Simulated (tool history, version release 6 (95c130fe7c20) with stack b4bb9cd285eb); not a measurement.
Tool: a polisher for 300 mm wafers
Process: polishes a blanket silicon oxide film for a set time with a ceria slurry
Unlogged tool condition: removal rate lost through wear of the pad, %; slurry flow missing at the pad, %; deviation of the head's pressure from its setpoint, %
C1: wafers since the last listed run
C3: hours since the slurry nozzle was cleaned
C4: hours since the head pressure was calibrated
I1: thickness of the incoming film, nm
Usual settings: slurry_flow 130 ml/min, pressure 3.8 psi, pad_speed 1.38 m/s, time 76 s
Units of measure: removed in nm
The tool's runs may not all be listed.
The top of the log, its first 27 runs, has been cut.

Run 28, day 34.238: usual settings but slurry_flow 155 ml/min; C1 325; wafers polished on this pad 2194; C3 134.6; C4 169.7; I1 1599.7. Result: removed 578.4 nm.
At day 35.004: worn pad replaced by a new one.
Run 29, day 35.025: usual settings; C1 145; wafers polished on this pad 4; C3 153.5; C4 188.6; I1 1571.5. Result: removed 570.2 nm.
Run 30, day 36.242: usual settings but pressure 3.2 psi; C1 285; wafers polished on this pad 290; C3 182.7; C4 217.8; I1 1561.7. Result: removed 479.7 nm.
Run 31, day 37.238: usual settings but slurry_flow 110 ml/min, pressure 2.8 psi, pad_speed 1.24 m/s; C1 233; wafers polished on this pad 524; C3 206.6; C4 241.7; I1 1583.4. Result: removed 363.2 nm.
Run 32, day 38.100: usual settings; C1 202; wafers polished on this pad 727; C3 227.3; C4 262.4; I1 1596.4. Result: removed 559.0 nm.
Run 33, day 39.138: usual settings but pressure 4.9 psi, time 69 s; C1 243; wafers polished on this pad 970; C3 252.2; C4 287.3; I1 1598.0. Result: removed 636.3 nm.
Run 34, day 39.783: usual settings; C1 151; wafers polished on this pad 1122; C3 267.7; C4 302.8; I1 1588.7. Result: removed 547.9 nm.
Run 35, day 40.658: usual settings but slurry_flow 105 ml/min, pad_speed 0.90 m/s; C1 205; wafers polished on this pad 1327; C3 288.7; C4 323.8; I1 1557.8. Result: removed 352.7 nm.
Run 36, day 41.912: usual settings but pressure 4.9 psi; C1 294; wafers polished on this pad 1622; C3 318.8; C4 353.9; I1 1605.1. Result: removed 689.3 nm.
Run 37, day 42.633: usual settings but pressure 2.5 psi; C1 169; wafers polished on this pad 1791; C3 336.1; C4 371.2; I1 1571.4. Result: removed 358.7 nm.
Run 38, day 43.921: usual settings but slurry_flow 95 ml/min, pressure 5.0 psi; C1 302; wafers polished on this pad 2093; C3 367.0; C4 402.1; I1 1594.2. Result: removed 674.1 nm.

Branching from run 38: 3 alternative next runs. What would each branch give?
Run A, day 43.938: usual settings but time 69 s; C1 3; wafers polished on this pad 2097; C3 367.4; C4 402.5; I1 1569.3. Result: removed ?.
Run B, day 43.938: usual settings but pad_speed 1.62 m/s, time 61 s; C1 3; wafers polished on this pad 2097; C3 367.4; C4 402.5; I1 1569.3. Result: removed ?.
Run C, day 43.938: usual settings but slurry_flow 160 ml/min, pad_speed 0.96 m/s, time 59 s; C1 3; wafers polished on this pad 2097; C3 367.4; C4 402.5; I1 1569.3. Result: removed ?.

run  removed
  A    486.3
  B    504.7
  C    298.5
Had the tool no hidden state, the same runs would have come out as:
run  removed
  A    526.9
  B    546.8
  C    322.2

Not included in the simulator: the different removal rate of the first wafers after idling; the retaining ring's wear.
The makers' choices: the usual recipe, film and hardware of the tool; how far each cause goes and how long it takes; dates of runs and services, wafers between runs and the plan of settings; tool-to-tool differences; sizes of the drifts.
